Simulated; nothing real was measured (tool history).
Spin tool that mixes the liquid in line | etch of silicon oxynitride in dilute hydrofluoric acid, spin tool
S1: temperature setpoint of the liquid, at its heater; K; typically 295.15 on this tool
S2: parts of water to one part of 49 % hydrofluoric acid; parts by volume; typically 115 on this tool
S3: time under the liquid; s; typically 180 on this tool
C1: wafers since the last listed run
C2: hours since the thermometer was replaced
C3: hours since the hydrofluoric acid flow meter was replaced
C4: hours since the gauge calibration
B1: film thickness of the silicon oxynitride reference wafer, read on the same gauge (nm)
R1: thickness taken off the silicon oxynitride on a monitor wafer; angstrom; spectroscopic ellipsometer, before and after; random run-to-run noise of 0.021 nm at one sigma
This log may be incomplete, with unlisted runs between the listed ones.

Run 1, hour 0.0: usual settings; C1 0; C2 1995.3; C3 639.8; C4 198.0; B1 109.995. Result: R1 35.94 angstrom.
Run 2, hour 15.1: usual settings but S1 297.65 K; C1 85; C2 2010.4; C3 654.9; C4 213.1; B1 110.006. Result: R1 40.53 angstrom.
Run 3, hour 30.2: usual settings but S1 297.65 K; C1 85; C2 2025.5; C3 670.0; C4 228.2; B1 109.989. Result: R1 40.36 angstrom.
Run 4, hour 42.2: usual settings but S1 297.65 K; C1 68; C2 2037.5; C3 682.0; C4 240.2; B1 109.978. Result: R1 40.72 angstrom.
Run 5, hour 58.4: usual settings; C1 92; C2 2053.7; C3 698.2; C4 256.4; B1 109.986. Result: R1 36.04 angstrom.
Run 6, hour 73.0: usual settings; C1 82; C2 2068.3; C3 712.8; C4 271.0; B1 109.990. Result: R1 35.74 angstrom.
Run 7, hour 93.4: usual settings; C1 115; C2 2088.7; C3 733.2; C4 291.4; B1 109.988. Result: R1 35.38 angstrom.
Run 8, hour 108.0: usual settings; C1 82; C2 2103.3; C3 747.8; C4 306.0; B1 110.012. Result: R1 35.57 angstrom.
Run 9, hour 141.4: usual settings; C1 189; C2 2136.7; C3 781.2; C4 339.4; B1 109.990. Result: R1 35.40 angstrom.
Run 10, hour 162.3: usual settings; C1 118; C2 2157.6; C3 802.1; C4 360.3; B1 110.012. Result: R1 35.27 angstrom.
At hour 191.4: gauge calibrated.
Run 11, hour 194.3: usual settings; C1 181; C2 2189.6; C3 834.1; C4 2.9; B1 109.999. Result: R1 35.40 angstrom.
Run 12, hour 215.6: usual settings but S1 298.65 K, S2 165 parts by volume, S3 235 s; C1 120; C2 2210.9; C3 855.4; C4 24.2; B1 110.000. Result: R1 35.92 angstrom.
Run 13, hour 241.2: usual settings but S3 220 s; C1 145; C2 2236.5; C3 881.0; C4 49.8; B1 110.023. Result: R1 43.11 angstrom.
Run 14, hour 269.4: usual settings but S2 80 parts by volume, S3 125 s; C1 160; C2 2264.7; C3 909.2; C4 78.0; B1 109.987. Result: R1 36.19 angstrom.

Run 15 has not been measured yet. What should we expect?
Run 15, hour 292.9: usual settings but S1 293.15 K, S2 100 parts by volume, S3 150 s; C1 133; C2 2288.2; C3 932.7; C4 101.5; B1 ?. Result: R1 ?.

B1: 110.021
R1: 30.95 angstrom
Were there no unlogged condition in the tool, this run, its random variation unchanged, would have produced R1 31.28 angstrom.

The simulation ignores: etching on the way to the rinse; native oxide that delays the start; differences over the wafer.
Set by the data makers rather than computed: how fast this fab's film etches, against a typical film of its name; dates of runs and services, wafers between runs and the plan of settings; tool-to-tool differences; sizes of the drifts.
